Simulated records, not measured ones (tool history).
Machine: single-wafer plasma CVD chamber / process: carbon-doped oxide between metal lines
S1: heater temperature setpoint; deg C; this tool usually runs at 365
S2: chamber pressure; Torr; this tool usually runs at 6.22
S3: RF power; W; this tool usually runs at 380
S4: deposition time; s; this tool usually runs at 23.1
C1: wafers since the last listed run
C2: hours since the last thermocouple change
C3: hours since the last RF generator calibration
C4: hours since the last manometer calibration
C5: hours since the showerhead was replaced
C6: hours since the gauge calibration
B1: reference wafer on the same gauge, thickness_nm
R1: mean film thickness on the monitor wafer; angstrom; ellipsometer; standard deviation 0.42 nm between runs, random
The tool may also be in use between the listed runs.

{"run": 1, "hour": 0.0, "S1": 365, "S2": 6.22, "S3": 380, "S4": 23.1, "C1": 0, "C2": 846.9, "C3": 508, "C4": 844.2, "C5": 2650.3, "C6": 1290.4, "B1": 86.895, "R1": 932.15}
{"run": 2, "hour": 254.2, "S1": 365, "S2": 6.22, "S3": 380, "S4": 26.5, "C1": 4763, "C2": 1101.1, "C3": 762.2, "C4": 1098.4, "C5": 2904.5, "C6": 1544.6, "B1": 86.226, "R1": 1066.46}
{"hour": 290.5, "done": "capacitance manometer re-zeroed and calibrated"}
{"run": 3, "hour": 342.9, "S1": 365, "S2": 6.22, "S3": 380, "S4": 21.9, "C1": 1512, "C2": 1189.8, "C3": 850.9, "C4": 52.4, "C5": 2993.2, "C6": 1633.3, "B1": 86.046, "R1": 875.34}
{"hour": 411.7, "done": "RF generator calibrated"}
{"run": 4, "hour": 549.5, "S1": 365, "S2": 6.22, "S3": 380, "S4": 21.9, "C1": 3721, "C2": 1396.4, "C3": 137.8, "C4": 259, "C5": 3199.8, "C6": 1839.9, "B1": 85.421, "R1": 872.23}
{"run": 5, "hour": 633.5, "S1": 365, "S2": 6.22, "S3": 380, "S4": 21.9, "C1": 1574, "C2": 1480.4, "C3": 221.8, "C4": 343, "C5": 3283.8, "C6": 1923.9, "B1": 85.14, "R1": 864.03}
{"run": 6, "hour": 718.6, "S1": 370, "S2": 5.25, "S3": 380, "S4": 23.1, "C1": 1594, "C2": 1565.5, "C3": 306.9, "C4": 428.1, "C5": 3368.9, "C6": 2009, "B1": 84.822, "R1": 888.18}
{"hour": 749.0, "done": "gauge calibrated"}
{"run": 7, "hour": 771.7, "S1": 370, "S2": 5.25, "S3": 380, "S4": 23.1, "C1": 995, "C2": 1618.6, "C3": 360, "C4": 481.2, "C5": 3422, "C6": 22.7, "B1": 88.91, "R1": 926.94}
{"run": 8, "hour": 813.1, "S1": 370, "S2": 5.25, "S3": 380, "S4": 23.1, "C1": 775, "C2": 1660, "C3": 401.4, "C4": 522.6, "C5": 3463.4, "C6": 64.1, "B1": 88.89, "R1": 921.4}
{"run": 9, "hour": 901.6, "S1": 365, "S2": 6.22, "S3": 380, "S4": 23.1, "C1": 1658, "C2": 1748.5, "C3": 489.9, "C4": 611.1, "C5": 3551.9, "C6": 152.6, "B1": 88.812, "R1": 959.7}
{"run": 10, "hour": 962.1, "S1": 365, "S2": 6.22, "S3": 380, "S4": 23.1, "C1": 1133, "C2": 1809, "C3": 550.4, "C4": 671.6, "C5": 3612.4, "C6": 213.1, "B1": 88.888, "R1": 955.14}
{"run": 11, "hour": 1027.6, "S1": 365, "S2": 6.22, "S3": 430, "S4": 23.1, "C1": 1227, "C2": 1874.5, "C3": 615.9, "C4": 737.1, "C5": 3677.9, "C6": 278.6, "B1": 88.823, "R1": 1075.52}
{"run": 12, "hour": 1112.1, "S1": 365, "S2": 6.22, "S3": 380, "S4": 23.1, "C1": 1583, "C2": 1959, "C3": 700.4, "C4": 821.6, "C5": 3762.4, "C6": 363.1, "B1": 88.907, "R1": 959.89}
{"run": 13, "hour": 1182.8, "S1": 370, "S2": 6.68, "S3": 400, "S4": 19.3, "C1": 1324, "C2": 2029.7, "C3": 771.1, "C4": 892.3, "C5": 3833.1, "C6": 433.8, "B1": 88.75, "R1": 835.17}
{"hour": 1220.2, "done": "showerhead replaced"}
{"run": 14, "hour": 1239.6, "S1": 360, "S2": 7.75, "S3": 410, "S4": 27.4, "C1": 914, "C2": 2086.5, "C3": 827.9, "C4": 949.1, "C5": 19.4, "C6": 490.6, "B1": 88.767, "R1": 1254.23}
{"run": 15, "hour": 1341.7, "S1": 365, "S2": 6.22, "S3": 380, "S4": 25.7, "C1": 1913, "C2": 2188.6, "C3": 930, "C4": 1051.2, "C5": 121.5, "C6": 592.7, "B1": 88.795, "R1": 1054.17}
{"hour": 1374.6, "done": "RF generator calibrated"}
{"hour": 1428.9, "done": "thermocouple changed; heater temperature recalibrated"}
{"run": 16, "hour": 1429.4, "S1": 372, "S2": 4.78, "S3": 455, "S4": 26.8, "C1": 1343, "C2": 0.5, "C3": 54.8, "C4": 1138.9, "C5": 209.2, "C6": 680.4, "B1": 88.545, "R1": 1223.51}
{"run": 17, "hour": 1513.5, "S1": 378, "S2": 6.22, "S3": 380, "S4": 25.4, "C1": 1575, "C2": 84.6, "C3": 138.9, "C4": 1223, "C5": 293.3, "C6": 764.5, "B1": 88.359, "R1": 1020.01}
{"run": 18, "hour": 1556.7, "S1": 365, "S2": 6.22, "S3": 380, "S4": 23.1, "C1": 809, "C2": 127.8, "C3": 182.1, "C4": 1266.2, "C5": 336.5, "C6": 807.7, "B1": 88.246, "R1": 950.2}
{"run": 19, "hour": 1619.1, "S1": 365, "S2": 7.17, "S3": 445, "S4": 27.1, "C1": 1169, "C2": 190.2, "C3": 244.5, "C4": 1328.6, "C5": 398.9, "C6": 870.1, "B1": 88.092, "R1": 1292.28}
{"hour": 1677.4, "done": "capacitance manometer re-zeroed and calibrated"}
{"run": 20, "hour": 1699.7, "S1": 372, "S2": 6.22, "S3": 440, "S4": 19.4, "C1": 1360, "C2": 270.8, "C3": 325.1, "C4": 22.3, "C5": 479.5, "C6": 950.7, "B1": 88.04, "R1": 899.19}
{"run": 21, "hour": 1806.6, "S1": 365, "S2": 6.22, "S3": 380, "S4": 23.1, "C1": 2003, "C2": 377.7, "C3": 432, "C4": 129.2, "C5": 586.4, "C6": 1057.6, "B1": 87.927, "R1": 950.19}
{"run": 22, "hour": 1858.9, "S1": 372, "S2": 7.04, "S3": 430, "S4": 21.9, "C1": 980, "C2": 430, "C3": 484.3, "C4": 181.5, "C5": 638.7, "C6": 1109.9, "B1": 87.619, "R1": 995.1}
{"run": 23, "hour": 1961.7, "S1": 365, "S2": 6.22, "S3": 380, "S4": 23.1, "C1": 1926, "C2": 532.8, "C3": 587.1, "C4": 284.3, "C5": 741.5, "C6": 1212.7, "B1": 87.612, "R1": 944.71}
{"run": 24, "hour": 2012.6, "S1": 379, "S2": 6.9, "S3": 340, "S4": 19.1, "C1": 953, "C2": 583.7, "C3": 638, "C4": 335.2, "C5": 792.4, "C6": 1263.6, "B1": 87.602, "R1": 684.98}
{"run": 25, "hour": 2062.4, "S1": 365, "S2": 6.22, "S3": 380, "S4": 23.1, "C1": 933, "C2": 633.5, "C3": 687.8, "C4": 385, "C5": 842.2, "C6": 1313.4, "B1": 87.449, "R1": 946.43}
{"run": 26, "hour": 2152.2, "S1": 371, "S2": 7.29, "S3": 380, "S4": 23.1, "C1": 1682, "C2": 723.3, "C3": 777.6, "C4": 474.8, "C5": 932, "C6": 1403.2, "B1": 87.157, "R1": 929.33}
{"run": 27, "hour": 2213.5, "S1": 365, "S2": 6.22, "S3": 455, "S4": 25.8, "C1": 1148, "C2": 784.6, "C3": 838.9, "C4": 536.1, "C5": 993.3, "C6": 1464.5, "B1": 86.969, "R1": 1227.35}
{"run": 28, "hour": 2297.6, "S1": 365, "S2": 6.22, "S3": 380, "S4": 24.6, "C1": 1575, "C2": 868.7, "C3": 923, "C4": 620.2, "C5": 1077.4, "C6": 1548.6, "B1": 86.753, "R1": 993.97}

Branching from run 28: 4 alternative next runs. What would each branch give?
{"run": "A", "hour": 2298.0, "S1": 365, "S2": 6.22, "S3": 380, "S4": 23.1, "C1": 7, "C2": 869.1, "C3": 923.4, "C4": 620.6, "C5": 1077.8, "C6": 1549, "B1": "?", "R1": "?"}
{"run": "B", "hour": 2298.0, "S1": 373, "S2": 5.64, "S3": 320, "S4": 23.1, "C1": 7, "C2": 869.1, "C3": 923.4, "C4": 620.6, "C5": 1077.8, "C6": 1549, "B1": "?", "R1": "?"}
{"run": "C", "hour": 2298.0, "S1": 376, "S2": 5.7, "S3": 430, "S4": 19.1, "C1": 7, "C2": 869.1, "C3": 923.4, "C4": 620.6, "C5": 1077.8, "C6": 1549, "B1": "?", "R1": "?"}
{"run": "D", "hour": 2298.0, "S1": 370, "S2": 7.09, "S3": 305, "S4": 23.1, "C1": 7, "C2": 869.1, "C3": 923.4, "C4": 620.6, "C5": 1077.8, "C6": 1549, "B1": "?", "R1": "?"}

run=A B1=86.745 R1=934.82
run=B B1=86.745 R1=762.2
run=C B1=86.745 R1=839.09
run=D B1=86.745 R1=743.98
Without the tool's unlogged condition, the same runs would have read:
run=A R1=951.31
run=B R1=775.65
run=C R1=853.9
run=D R1=757.11
